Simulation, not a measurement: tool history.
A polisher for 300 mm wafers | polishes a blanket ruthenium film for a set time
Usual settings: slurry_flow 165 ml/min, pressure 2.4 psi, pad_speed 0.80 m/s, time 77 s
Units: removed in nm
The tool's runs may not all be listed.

run   hour  slurry_flow  pressure  pad_speed  time  wafers since the last listed run  wafers polished on this pad  hours since the slurry nozzle was cleaned  hours since the head pressure was calibrated  incoming thickness of the incoming film, nm  removed
  1    0.0          165       2.4       0.80    77                                 0                         1012                                      257.9                                         244.0                                        604.6     85.1
      17.3  -- worn pad replaced by a new one
  2   17.8          165       2.9       0.80    77                               151                            5                                      275.7                                         261.8                                        608.7     95.1
  3   26.7          185       2.4       0.80    77                                97                          103                                      284.6                                         270.7                                        608.7     86.1
  4   41.7          185       2.4       0.80    77                               164                          268                                      299.6                                         285.7                                        613.0     84.9
  5   57.2          165       2.4       0.80    77                               170                          438                                      315.1                                         301.2                                        609.2     82.5
  6   63.8          165       2.4       0.80    77                                72                          511                                      321.7                                         307.8                                        612.7     84.2
  7   76.8          165       2.4       0.80    77                               142                          654                                      334.7                                         320.8                                        606.1     83.7
  8   88.9          165       2.4       0.80    77                               133                          787                                      346.8                                         332.9                                        606.6     84.3
  9  100.4          165       2.4       0.80    77                               126                          914                                      358.3                                         344.4                                        614.8     82.8
 10  110.3          135       2.4       0.80    77                               108                         1023                                      368.2                                         354.3                                        604.1     79.4
     117.0  -- worn pad replaced by a new one
 11  124.8          135       2.4       0.80    77                               115                           85                                      382.7                                         368.8                                        615.7     82.1
 12  137.0          165       2.4       0.66    95                               134                          219                                      394.9                                         381.0                                        618.2     82.7
 13  153.5          165       2.4       0.86    77                               181                          400                                      411.4                                         397.5                                        601.8     89.2
 14  165.2          165       2.4       0.86    77                               128                          529                                      423.1                                         409.2                                        617.4     89.2
 15  177.7          165       2.4       0.86    77                               137                          667                                      435.6                                         421.7                                        622.3     89.4
 16  184.0          165       2.4       0.80    90                                69                          736                                      441.9                                         428.0                                        610.5     96.5
 17  190.5          165       2.4       0.80    90                                71                          807                                      448.4                                         434.5                                        603.7     97.6
 18  200.6          165       2.4       0.80    77                               111                          919                                      458.5                                         444.6                                        605.1     80.6
 19  207.9          190       2.4       0.80    85                                80                          999                                      465.8                                         451.9                                        598.4     92.0
     212.2  -- worn pad replaced by a new one
 20  225.0          135       2.4       0.80    65                               144                          141                                      482.9                                         469.0                                        610.0     66.0
 21  232.1          165       2.1       0.80    67                                78                          219                                      490.0                                         476.1                                        613.7     65.6
 22  238.4          165       1.9       0.80    77                                69                          288                                      496.3                                         482.4                                        616.3     70.8
     261.9  -- slurry nozzle cleaned
 23  262.5          165       2.4       0.80    77                               254                          542                                        0.6                                         506.5                                        608.4     80.6
 24  274.3          165       2.4       0.80    77                               129                          672                                       12.4                                         518.3                                        615.9     81.0
 25  282.3          185       1.8       0.70    77                                87                          760                                       20.4                                         526.3                                        618.3     60.3
     296.5  -- head pressure recalibrated
 26  297.0          205       2.4       0.88    77                               139                          900                                       35.1                                           0.5                                        597.3     99.2
     307.3  -- worn pad replaced by a new one
 27  307.8          165       2.4       0.80    77                                74                            5                                       45.9                                          11.3                                        604.4     84.8
 28  318.9          165       2.4       0.80    55                               122                          127                                       57.0                                          22.4                                        610.9     62.1
 29  328.6          165       2.4       0.80    77                               106                          234                                       66.7                                          32.1                                        613.7     86.2
 30  343.4          165       2.4       0.80    77                               162                          396                                       81.5                                          46.9                                        613.2     86.9
 31  361.0          150       1.7       0.68    60                               193                          590                                       99.1                                          64.5                                        599.5     45.8
 32  376.8          165       2.1       0.96    91                               173                          764                                      114.9                                          80.3                                        610.5    113.7
 33  384.9          165       2.4       0.80    77                                89                          853                                      123.0                                          88.4                                        605.4     86.2
 34  399.3          220       2.4       0.66    55                               158                         1011                                      137.4                                         102.8                                        610.6     52.7
     411.0  -- worn pad replaced by a new one
 35  413.0          165       2.4       0.66    95                               106                           22                                      151.1                                         116.5                                        603.5     88.4
 36  420.6          165       2.4       0.92    94                                83                          105                                      158.7                                         124.1                                        617.0    121.4

Some steps in removed between neighbouring runs. How much of each would the tool show without its hidden state too (settings, what came in, random variation), and how much is left for the hidden state, with any gauge scatter that isn't in both results?
The hidden state here: removal rate lost through wear of the pad, %; slurry flow missing at the pad, %; deviation of the head's pressure from its setpoint, %.
Run 19 -> 20: slurry_flow 190 -> 135, time 85 -> 65, worn pad replaced by a new one. removed -26.0 nm: hidden state +1.6, all else -27.6.
Run 24 -> 25: slurry_flow 165 -> 185, pressure 2.4 -> 1.8, pad_speed 0.80 -> 0.70. removed -20.7 nm: hidden state +1.6, all else -22.3.
Run 25 -> 26: slurry_flow 185 -> 205, pressure 1.8 -> 2.4, pad_speed 0.70 -> 0.88, head pressure recalibrated. removed +38.9 nm: hidden state +4.9, all else +34.0.
Run 30 -> 31: slurry_flow 165 -> 150, pressure 2.4 -> 1.7, pad_speed 0.80 -> 0.68, time 77 -> 60. removed -41.1 nm: hidden state +0.1, all else -41.2.
Run 31 -> 32: slurry_flow 150 -> 165, pressure 1.7 -> 2.1, pad_speed 0.68 -> 0.96, time 60 -> 91. removed +67.9 nm: hidden state -0.8, all else +68.7.
